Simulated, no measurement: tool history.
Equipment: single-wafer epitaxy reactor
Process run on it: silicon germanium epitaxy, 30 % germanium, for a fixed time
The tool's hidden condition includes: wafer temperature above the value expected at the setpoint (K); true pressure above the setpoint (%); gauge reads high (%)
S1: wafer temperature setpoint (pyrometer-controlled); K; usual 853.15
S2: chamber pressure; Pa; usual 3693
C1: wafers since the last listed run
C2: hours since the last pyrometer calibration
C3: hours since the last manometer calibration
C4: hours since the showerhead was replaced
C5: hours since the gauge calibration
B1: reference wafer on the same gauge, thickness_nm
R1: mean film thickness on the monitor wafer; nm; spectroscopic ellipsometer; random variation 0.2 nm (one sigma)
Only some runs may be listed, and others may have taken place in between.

{"run": 1, "hour": 0.0, "S1": 858.15, "S2": 3693, "C1": 0, "C2": 1363.4, "C3": 2721.9, "C4": 7850.0, "C5": 42.5, "B1": 42.613, "R1": 44.573}
{"run": 2, "hour": 13.1, "S1": 853.15, "S2": 3693, "C1": 257, "C2": 1376.5, "C3": 2735.0, "C4": 7863.1, "C5": 55.6, "B1": 42.599, "R1": 40.55}
{"run": 3, "hour": 22.2, "S1": 853.15, "S2": 3693, "C1": 178, "C2": 1385.6, "C3": 2744.1, "C4": 7872.2, "C5": 64.7, "B1": 42.633, "R1": 40.84}
{"run": 4, "hour": 32.0, "S1": 853.15, "S2": 3693, "C1": 192, "C2": 1395.4, "C3": 2753.9, "C4": 7882.0, "C5": 74.5, "B1": 42.543, "R1": 41.036}
{"run": 5, "hour": 49.7, "S1": 853.15, "S2": 3693, "C1": 347, "C2": 1413.1, "C3": 2771.6, "C4": 7899.7, "C5": 92.2, "B1": 42.562, "R1": 41.38}
{"run": 6, "hour": 67.0, "S1": 853.15, "S2": 3693, "C1": 339, "C2": 1430.4, "C3": 2788.9, "C4": 7917.0, "C5": 109.5, "B1": 42.663, "R1": 40.925}
{"run": 7, "hour": 75.4, "S1": 853.15, "S2": 3693, "C1": 164, "C2": 1438.8, "C3": 2797.3, "C4": 7925.4, "C5": 117.9, "B1": 42.609, "R1": 41.067}
{"run": 8, "hour": 88.4, "S1": 843.15, "S2": 3693, "C1": 255, "C2": 1451.8, "C3": 2810.3, "C4": 7938.4, "C5": 130.9, "B1": 42.616, "R1": 34.443}
{"run": 9, "hour": 103.8, "S1": 843.15, "S2": 3693, "C1": 302, "C2": 1467.2, "C3": 2825.7, "C4": 7953.8, "C5": 146.3, "B1": 42.577, "R1": 34.534}
{"run": 10, "hour": 115.9, "S1": 853.15, "S2": 3693, "C1": 237, "C2": 1479.3, "C3": 2837.8, "C4": 7965.9, "C5": 158.4, "B1": 42.599, "R1": 41.206}
{"run": 11, "hour": 127.3, "S1": 853.15, "S2": 3693, "C1": 223, "C2": 1490.7, "C3": 2849.2, "C4": 7977.3, "C5": 169.8, "B1": 42.615, "R1": 41.015}
{"hour": 137.1, "done": "showerhead replaced"}
{"run": 12, "hour": 139.3, "S1": 853.15, "S2": 3693, "C1": 78, "C2": 1502.7, "C3": 2861.2, "C4": 2.2, "C5": 181.8, "B1": 42.586, "R1": 40.964}
{"hour": 154.1, "done": "pyrometer calibrated"}
{"run": 13, "hour": 154.6, "S1": 853.15, "S2": 3693, "C1": 143, "C2": 0.5, "C3": 2876.5, "C4": 17.5, "C5": 197.1, "B1": 42.679, "R1": 45.438}
{"run": 14, "hour": 154.9, "S1": 843.15, "S2": 3360, "C1": 5, "C2": 0.8, "C3": 2876.8, "C4": 17.8, "C5": 197.4, "B1": 42.584, "R1": 37.427}
{"run": 15, "hour": 160.5, "S1": 853.15, "S2": 3693, "C1": 109, "C2": 6.4, "C3": 2882.4, "C4": 23.4, "C5": 203.0, "B1": 42.64, "R1": 45.447}
{"hour": 173.0, "done": "capacitance manometer re-zeroed and calibrated"}
{"run": 16, "hour": 173.7, "S1": 848.15, "S2": 3213, "C1": 102, "C2": 19.6, "C3": 0.7, "C4": 36.6, "C5": 216.2, "B1": 42.558, "R1": 40.09}
{"run": 17, "hour": 185.7, "S1": 859.15, "S2": 3693, "C1": 235, "C2": 31.6, "C3": 12.7, "C4": 48.6, "C5": 228.2, "B1": 42.587, "R1": 50.071}

The next listed run, before its measurement:
{"run": 18, "hour": 196.3, "S1": 853.15, "S2": 3693, "C1": 208, "C2": 42.2, "C3": 23.3, "C4": 59.2, "C5": 238.8, "B1": "?", "R1": "?"}

Run 18 measured B1 42.581, R1 45.171 nm.
With the hidden condition absent and the run-to-run variation left alone, this run would have shown R1 45.802 nm.
